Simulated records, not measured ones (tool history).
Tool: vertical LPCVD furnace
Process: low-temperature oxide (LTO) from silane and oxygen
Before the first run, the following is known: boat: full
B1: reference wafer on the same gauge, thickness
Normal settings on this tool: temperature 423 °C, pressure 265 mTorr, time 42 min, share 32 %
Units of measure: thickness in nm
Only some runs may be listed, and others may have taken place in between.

run 1 day=0 | temperature=423 pressure=265 time=42 share=32 | B1=528.64 | thickness=457.99
run 2 day=0.562 | temperature=423 pressure=265 time=42 share=32 | B1=528.49 | thickness=457.42
run 3 day=1.079 | temperature=423 pressure=265 time=42 share=32 | B1=528.73 | thickness=459.58
run 4 day=1.754 | temperature=423 pressure=265 time=42 share=32 | B1=529.29 | thickness=457.7
run 5 day=2.267 | temperature=423 pressure=265 time=42 share=32 | B1=529 | thickness=459.18
run 6 day=2.567 | temperature=423 pressure=265 time=42 share=32 | B1=528.85 | thickness=459.65
run 7 day=3.083 | temperature=423 pressure=265 time=42 share=32 | B1=528.61 | thickness=459.71
run 8 day=3.538 | temperature=423 pressure=265 time=42 share=32 | B1=529.62 | thickness=457.81
run 9 day=4.05 | temperature=423 pressure=265 time=36.5 share=32 | B1=528.61 | thickness=399.29
-- day=4.475 gauge calibrated
run 10 day=4.475 | temperature=423 pressure=265 time=42 share=37 | B1=529.1 | thickness=553.7
-- day=5.692 thermocouples replaced and temperature profile calibrated
run 11 day=5.712 | temperature=430 pressure=210 time=56 share=26 | B1=529.31 | thickness=382.61
run 12 day=5.871 | temperature=423 pressure=265 time=42 share=32 | B1=529.04 | thickness=455.48
run 13 day=6.033 | temperature=423 pressure=265 time=42 share=32 | B1=528.72 | thickness=457.88
run 14 day=6.192 | temperature=426 pressure=290 time=33.5 share=34 | B1=529.26 | thickness=449.15
run 15 day=6.35 | temperature=423 pressure=265 time=42 share=32 | B1=529.28 | thickness=456.89
run 16 day=6.996 | temperature=415 pressure=265 time=52 share=32 | B1=528.75 | thickness=519.51
run 17 day=7.558 | temperature=423 pressure=265 time=42 share=32 | B1=529.04 | thickness=458.4
run 18 day=7.875 | temperature=423 pressure=265 time=42 share=32 | B1=529.28 | thickness=457.89
run 19 day=8.329 | temperature=423 pressure=265 time=50.5 share=32 | B1=528.89 | thickness=548.89
run 20 day=8.975 | temperature=423 pressure=265 time=42 share=32 | B1=528.94 | thickness=458.67
-- day=10.238 pressure gauge zeroed
run 21 day=10.258 | temperature=433 pressure=265 time=49.5 share=32 | B1=529.14 | thickness=630.94
run 22 day=10.417 | temperature=412 pressure=225 time=58 share=36 | B1=528.83 | thickness=586.27
-- day=11.479 silane flow controller replaced
run 23 day=11.5 | temperature=429 pressure=265 time=42 share=32 | B1=528.86 | thickness=513.87
run 24 day=11.662 | temperature=427 pressure=310 time=53 share=35 | B1=528.92 | thickness=833.5
run 25 day=11.821 | temperature=423 pressure=265 time=32.5 share=32 | B1=529.09 | thickness=373.81
run 26 day=12.004 | temperature=423 pressure=265 time=58 share=32 | B1=528.86 | thickness=665.57
run 27 day=12.375 | temperature=418 pressure=265 time=42 share=32 | B1=528.79 | thickness=455.6
run 28 day=13.112 | temperature=423 pressure=265 time=42 share=34 | B1=528.88 | thickness=521.16
run 29 day=13.846 | temperature=423 pressure=265 time=42 share=32 | B1=529.36 | thickness=479.95
run 30 day=14.292 | temperature=412 pressure=235 time=54.5 share=29 | B1=528.31 | thickness=426.07
run 31 day=16.508 | temperature=423 pressure=265 time=42 share=32 | B1=529.01 | thickness=480.74

4 ways to go on from here, each from the tool as it stands after run 31. What would each give?
run A day=16.671 | temperature=423 pressure=265 time=42 share=32 | B1=? | thickness=?
run B day=16.671 | temperature=423 pressure=245 time=42 share=32 | B1=? | thickness=?
run C day=16.671 | temperature=423 pressure=320 time=36.5 share=32 | B1=? | thickness=?
run D day=16.671 | temperature=429 pressure=330 time=31 share=29 | B1=? | thickness=?

run=A B1=529.15 thickness=481
run=B B1=529.15 thickness=444.58
run=C B1=529.15 thickness=505.05
run=D B1=529.15 thickness=411.86
Without the tool's hidden state the same runs would have given:
run=A thickness=482.57
run=B thickness=446.15
run=C thickness=506.42
run=D thickness=412.94
